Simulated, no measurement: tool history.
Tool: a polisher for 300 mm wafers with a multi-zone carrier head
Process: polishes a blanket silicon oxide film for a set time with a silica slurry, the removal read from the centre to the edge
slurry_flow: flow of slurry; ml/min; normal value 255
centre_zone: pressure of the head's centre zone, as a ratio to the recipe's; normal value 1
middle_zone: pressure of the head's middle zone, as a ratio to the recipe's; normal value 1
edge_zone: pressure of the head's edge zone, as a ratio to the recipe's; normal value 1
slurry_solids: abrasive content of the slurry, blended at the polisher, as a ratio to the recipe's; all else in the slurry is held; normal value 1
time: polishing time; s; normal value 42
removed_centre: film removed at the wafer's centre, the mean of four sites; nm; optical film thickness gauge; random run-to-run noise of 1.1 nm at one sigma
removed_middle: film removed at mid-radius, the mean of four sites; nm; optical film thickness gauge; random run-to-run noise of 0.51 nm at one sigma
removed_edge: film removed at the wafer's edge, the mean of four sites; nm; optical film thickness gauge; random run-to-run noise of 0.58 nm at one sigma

run     day  slurry_flow  centre_zone  middle_zone  edge_zone  slurry_solids  time  incoming thickness of the incoming film, nm  removed_centre  removed_middle  removed_edge
  1       0          255         1.12         1.05          1              1    37                                       1601.7            74.1            69.1            69
  2    9.65          255            1         1.11          1              1    29                                       1610.7            48.5            56.3          54.7
  3  11.808          255            1            1          1              1    42                                       1558.3            71.6            74.6          77.4
  4    14.9          180            1         1.07       1.11            0.7    42                                       1569.6            52.9            59.3          62.2
  5  18.617          255            1            1          1              1    42                                       1586.1            69.6            74.4          78.3
     22.392  -- slurry nozzle cleaned
  6  22.475          255            1            1          1              1    42                                       1597.8            68.8            74.3          77.5
     24.121  -- edge zone pressure recalibrated
     24.325  -- worn pad replaced by a new one
  7  25.542          255         0.96            1          1              1    38                                       1567.5            58.6            67.6          70.7
  8  27.425          255          1.1            1          1            0.8    42                                       1590.1            67.3            68.2          71.2
  9  31.242          180            1            1          1              1    35                                       1578.5              46            52.9          58.6
     31.454  -- centre zone pressure recalibrated
 10    35.7          255            1            1          1              1    42                                       1565.1            73.6            75.1          78.5
     38.962  -- carrier head's membrane replaced by a new one
 11  39.521          255            1         1.07        0.9              1    42                                       1601.7              72            79.1          74.8
 12  41.575          255            1            1          1              1    42                                         1556            72.3            74.8          77.7
 13  44.733          295         1.08            1          1           1.15    52                                         1558           103.5            99.4         103.5
 14  46.312          255         1.04            1          1              1    28                                       1603.5            48.7            50.3          52.1
 15  50.779          255            1            1       1.11            1.2    49                                       1602.6              85            93.1         101.2
 16  54.442          305            1         1.06       1.11              1    38                                       1579.5            64.6            73.4          74.8
     55.967  -- worn pad replaced by a new one
 17   57.45          175            1            1       0.92            1.2    42                                       1542.4            60.3            67.9          71.4
 18   61.45          255         0.91            1       1.12            1.1    42                                       1583.9            63.5            78.1          85.3
     62.933  -- edge zone pressure recalibrated
     64.392  -- slurry nozzle cleaned
     65.542  -- centre zone pressure recalibrated
 19  73.108          255            1            1          1              1    42                                       1592.5            72.5            74.7          76.6
 20  75.983          255         0.96            1          1           1.15    42                                       1547.2            72.8            78.8          81.4

Branching from run 20: 5 alternative next runs. What would each branch give?
  A   76          255            1            1          1              1    42                                       1566.7               ?               ?             ?
  B   76          255            1            1          1            1.1    47                                       1566.7               ?               ?             ?
  C   76          255            1          1.1          1              1    42                                       1566.7               ?               ?             ?
  D   76          255         1.09            1       0.94              1    56                                       1566.7               ?               ?             ?
  E   76          255          1.1         0.88       0.91              1    42                                       1566.7               ?               ?             ?

run  removed_centre  removed_middle  removed_edge
  A            71.2            75.2          77.8
  B            82.6            87.3          90.2
  C            71.2            81.6          77.7
  D           103.5           100.2         101.4
  E            78.3            67.6          75.3
With no hidden state in the tool, these same runs would have given:
run  removed_centre  removed_middle  removed_edge
  A            73.7            75.2          77.8
  B            85.5            87.3          90.2
  C            73.7            81.6          77.7
  D           107.2           100.2         101.4
  E              81            67.6          75.3

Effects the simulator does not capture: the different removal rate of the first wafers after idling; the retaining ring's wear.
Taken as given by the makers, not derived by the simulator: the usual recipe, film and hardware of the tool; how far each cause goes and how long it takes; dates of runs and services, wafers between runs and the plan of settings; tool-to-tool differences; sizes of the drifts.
